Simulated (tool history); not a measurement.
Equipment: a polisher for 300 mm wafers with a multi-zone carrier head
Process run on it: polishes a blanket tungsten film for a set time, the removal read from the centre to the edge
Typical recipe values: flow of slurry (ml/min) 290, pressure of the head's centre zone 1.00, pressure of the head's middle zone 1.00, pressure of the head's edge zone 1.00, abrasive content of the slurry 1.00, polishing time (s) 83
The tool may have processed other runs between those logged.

| run | hour | flow of slurry (ml/min) | pressure of the head's centre zone | pressure of the head's middle zone | pressure of the head's edge zone | abrasive content of the slurry | polishing time (s) | incoming thickness of the incoming film, nm | film removed at the wafer's centre (Å) | film removed at mid-radius (Å) | film removed at the wafer's edge (Å) |
|---|---|---|---|---|---|---|---|---|---|---|---|
| 1 | 0.0 | 350 | 1.00 | 1.00 | 1.00 | 1.20 | 83 | 1233.7 | 4737 | 4703 | 4712 |
| 2 | 33.5 | 290 | 1.00 | 0.94 | 1.00 | 1.00 | 65 | 1263.8 | 3418 | 3224 | 3326 |
|  | 38.0 | worn pad replaced by a new one |
| 3 | 55.3 | 290 | 1.00 | 1.06 | 1.00 | 1.00 | 83 | 1245.1 | 4662 | 4901 | 4733 |
| 4 | 72.7 | 290 | 1.00 | 0.97 | 1.00 | 1.00 | 83 | 1246.6 | 4619 | 4501 | 4522 |
| 5 | 108.5 | 345 | 1.00 | 1.11 | 1.00 | 1.00 | 71 | 1226.1 | 3965 | 4190 | 3855 |
| 6 | 136.4 | 290 | 1.00 | 1.07 | 1.00 | 1.00 | 57 | 1264.5 | 3093 | 3219 | 3041 |
| 7 | 171.0 | 290 | 1.00 | 1.06 | 0.94 | 0.85 | 83 | 1256.2 | 4137 | 4335 | 3993 |
| 8 | 198.3 | 225 | 1.00 | 1.09 | 1.11 | 1.00 | 83 | 1248.3 | 4257 | 4523 | 4460 |
| 9 | 214.8 | 340 | 1.00 | 1.00 | 1.00 | 1.25 | 83 | 1254.5 | 4864 | 4759 | 4805 |
| 10 | 242.3 | 290 | 1.00 | 1.11 | 1.00 | 1.00 | 83 | 1255.6 | 4401 | 4713 | 4332 |
|  | 260.7 | centre zone pressure recalibrated |
| 11 | 267.4 | 355 | 1.00 | 1.00 | 1.00 | 1.15 | 91 | 1260.4 | 5178 | 5099 | 5074 |
|  | 271.8 | worn pad replaced by a new one |
| 12 | 288.0 | 380 | 1.00 | 0.93 | 0.94 | 0.70 | 83 | 1243.9 | 4182 | 3908 | 3981 |
| 13 | 304.0 | 290 | 1.10 | 1.00 | 1.00 | 1.00 | 83 | 1275.0 | 5067 | 4602 | 4619 |
| 14 | 317.3 | 215 | 0.94 | 1.04 | 1.00 | 1.25 | 83 | 1268.0 | 4471 | 4871 | 4738 |
| 15 | 342.9 | 220 | 1.00 | 1.00 | 1.00 | 1.00 | 83 | 1263.4 | 4305 | 4318 | 4383 |
| 16 | 370.0 | 290 | 1.00 | 1.00 | 1.00 | 1.00 | 83 | 1260.4 | 4471 | 4359 | 4438 |
| 17 | 382.2 | 325 | 1.00 | 1.11 | 1.00 | 1.00 | 63 | 1240.4 | 3408 | 3646 | 3387 |
| 18 | 406.0 | 290 | 1.00 | 1.00 | 1.00 | 1.00 | 83 | 1261.4 | 4400 | 4352 | 4412 |
| 19 | 423.1 | 290 | 1.05 | 1.00 | 1.00 | 1.00 | 83 | 1236.0 | 4610 | 4366 | 4387 |
| 20 | 448.7 | 245 | 1.00 | 1.00 | 1.00 | 1.00 | 83 | 1276.5 | 4266 | 4252 | 4320 |
| 21 | 463.6 | 310 | 1.00 | 1.00 | 1.00 | 1.00 | 83 | 1237.2 | 4417 | 4349 | 4342 |
| 22 | 485.3 | 290 | 1.00 | 1.00 | 1.00 | 1.00 | 74 | 1272.6 | 3918 | 3885 | 3874 |

Here are 4 independent what-if runs from the current tool condition. What would each one return?
| A | 485.7 | 290 | 1.00 | 1.05 | 1.00 | 1.00 | 83 | 1253.8 | ? | ? | ? |
| B | 485.7 | 290 | 1.00 | 0.90 | 1.00 | 1.00 | 83 | 1253.8 | ? | ? | ? |
| C | 485.7 | 250 | 1.00 | 1.10 | 1.00 | 0.75 | 108 | 1253.8 | ? | ? | ? |
| D | 485.7 | 290 | 1.00 | 1.00 | 1.07 | 0.75 | 57 | 1253.8 | ? | ? | ? |

| run | film removed at the wafer's centre (Å) | film removed at mid-radius (Å) | film removed at the wafer's edge (Å) |
|---|---|---|---|
| A | 4366 | 4513 | 4380 |
| B | 4362 | 4010 | 4388 |
| C | 4976 | 5342 | 5018 |
| D | 2675 | 2663 | 2777 |
Without the tool's unlogged condition, the same runs would have read:
| run | film removed at the wafer's centre (Å) | film removed at mid-radius (Å) | film removed at the wafer's edge (Å) |
|---|---|---|---|
| A | 4766 | 4926 | 4782 |
| B | 4761 | 4377 | 4790 |
| C | 5432 | 5831 | 5477 |
| D | 2920 | 2907 | 3032 |
